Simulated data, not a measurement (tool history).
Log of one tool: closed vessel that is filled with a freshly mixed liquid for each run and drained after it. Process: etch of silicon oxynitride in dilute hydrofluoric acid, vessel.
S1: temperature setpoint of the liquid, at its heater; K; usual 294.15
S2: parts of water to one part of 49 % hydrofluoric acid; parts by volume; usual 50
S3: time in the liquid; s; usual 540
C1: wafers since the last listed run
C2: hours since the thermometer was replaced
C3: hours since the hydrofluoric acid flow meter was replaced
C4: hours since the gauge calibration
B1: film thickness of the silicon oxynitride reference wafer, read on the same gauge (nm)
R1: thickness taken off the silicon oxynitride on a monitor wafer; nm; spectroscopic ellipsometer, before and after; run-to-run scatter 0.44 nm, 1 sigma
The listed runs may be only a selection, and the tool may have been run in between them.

| run | hour | S1 | S2 | S3 | C1 | C2 | C3 | C4 | B1 | R1 |
|---|---|---|---|---|---|---|---|---|---|---|
| 1 | 0.0 | 294.15 | 50 | 540 | 0 | 83.6 | 446.7 | 2252.0 | 40.01 | 47.34 |
| 2 | 56.9 | 294.15 | 50 | 540 | 5319 | 140.5 | 503.6 | 2308.9 | 39.99 | 46.83 |
|  | 121.4 | hydrofluoric acid flow meter replaced |
| 3 | 126.4 | 294.15 | 50 | 620 | 6404 | 210.0 | 5.0 | 2378.4 | 40.00 | 53.59 |
| 4 | 169.4 | 294.15 | 50 | 540 | 4020 | 253.0 | 48.0 | 2421.4 | 39.99 | 47.56 |
| 5 | 240.7 | 294.15 | 50 | 540 | 6665 | 324.3 | 119.3 | 2492.7 | 40.01 | 47.14 |
| 6 | 280.9 | 294.15 | 50 | 540 | 3758 | 364.5 | 159.5 | 2532.9 | 40.00 | 45.80 |
|  | 355.5 | gauge calibrated |
| 7 | 410.5 | 294.15 | 50 | 375 | 12116 | 494.1 | 289.1 | 55.0 | 40.00 | 32.65 |
| 8 | 445.0 | 294.15 | 50 | 375 | 3225 | 528.6 | 323.6 | 89.5 | 40.01 | 32.16 |
| 9 | 470.4 | 295.65 | 40 | 245 | 2374 | 554.0 | 349.0 | 114.9 | 40.00 | 29.31 |
| 10 | 540.6 | 294.15 | 50 | 540 | 6563 | 624.2 | 419.2 | 185.1 | 40.01 | 46.89 |
| 11 | 648.4 | 294.15 | 50 | 380 | 10078 | 732.0 | 527.0 | 292.9 | 39.98 | 33.12 |
|  | 668.8 | thermometer replaced |
| 12 | 681.8 | 295.65 | 50 | 540 | 3029 | 13.0 | 560.4 | 326.3 | 39.98 | 50.13 |
|  | 718.8 | hydrofluoric acid flow meter replaced |
| 13 | 730.8 | 290.15 | 30 | 270 | 4487 | 62.0 | 12.0 | 375.3 | 40.00 | 32.36 |
| 14 | 785.1 | 294.15 | 35 | 305 | 5076 | 116.3 | 66.3 | 429.6 | 40.00 | 38.37 |
| 15 | 840.2 | 294.15 | 30 | 315 | 5151 | 171.4 | 121.4 | 484.7 | 40.01 | 46.74 |
| 16 | 872.2 | 297.65 | 65 | 845 | 2991 | 203.4 | 153.4 | 516.7 | 39.98 | 66.13 |
| 17 | 1080.4 | 294.15 | 40 | 540 | 19464 | 411.6 | 361.6 | 724.9 | 39.99 | 59.07 |
| 18 | 1290.6 | 294.15 | 75 | 795 | 19651 | 621.8 | 571.8 | 935.1 | 40.01 | 44.93 |
| 19 | 1317.0 | 294.15 | 55 | 305 | 2468 | 648.2 | 598.2 | 961.5 | 40.01 | 23.81 |
|  | 1367.0 | hydrofluoric acid flow meter replaced |
| 20 | 1375.1 | 294.15 | 50 | 820 | 5338 | 706.3 | 8.1 | 1019.6 | 40.01 | 71.00 |
|  | 1405.3 | thermometer replaced |
| 21 | 1430.7 | 294.15 | 50 | 540 | 5104 | 25.4 | 63.7 | 1075.2 | 39.99 | 47.53 |
| 22 | 1502.2 | 290.15 | 25 | 725 | 6684 | 96.9 | 135.2 | 1146.7 | 40.00 | 105.87 |
| 23 | 1529.6 | 294.15 | 35 | 540 | 2561 | 124.3 | 162.6 | 1174.1 | 40.00 | 67.26 |
| 24 | 1582.6 | 294.15 | 55 | 305 | 4955 | 177.3 | 215.6 | 1227.1 | 40.01 | 24.55 |
| 25 | 1798.5 | 297.65 | 50 | 540 | 20184 | 393.2 | 431.5 | 1443.0 | 39.98 | 56.51 |
| 26 | 1834.1 | 294.15 | 50 | 540 | 3328 | 428.8 | 467.1 | 1478.6 | 39.99 | 46.32 |
| 27 | 1868.5 | 294.15 | 50 | 540 | 3216 | 463.2 | 501.5 | 1513.0 | 39.99 | 47.02 |
| 28 | 1939.7 | 296.15 | 70 | 765 | 6656 | 534.4 | 572.7 | 1584.2 | 39.98 | 51.12 |
|  | 1953.4 | hydrofluoric acid flow meter replaced |
| 29 | 1999.0 | 294.15 | 35 | 540 | 5450 | 593.7 | 45.6 | 1643.5 | 39.99 | 67.50 |
| 30 | 2023.6 | 296.15 | 50 | 540 | 2299 | 618.3 | 70.2 | 1668.1 | 40.00 | 52.18 |
| 31 | 2069.7 | 298.15 | 25 | 315 | 4309 | 664.4 | 116.3 | 1714.2 | 40.02 | 67.26 |

Run-by-run hidden state of the tool:
liquid colder than its thermometer reads (K): 0, the same for each run
hydrofluoric acid flow above the setpoint (%): 0, the same for each run
gauge reads high (%): 0, the same for each run
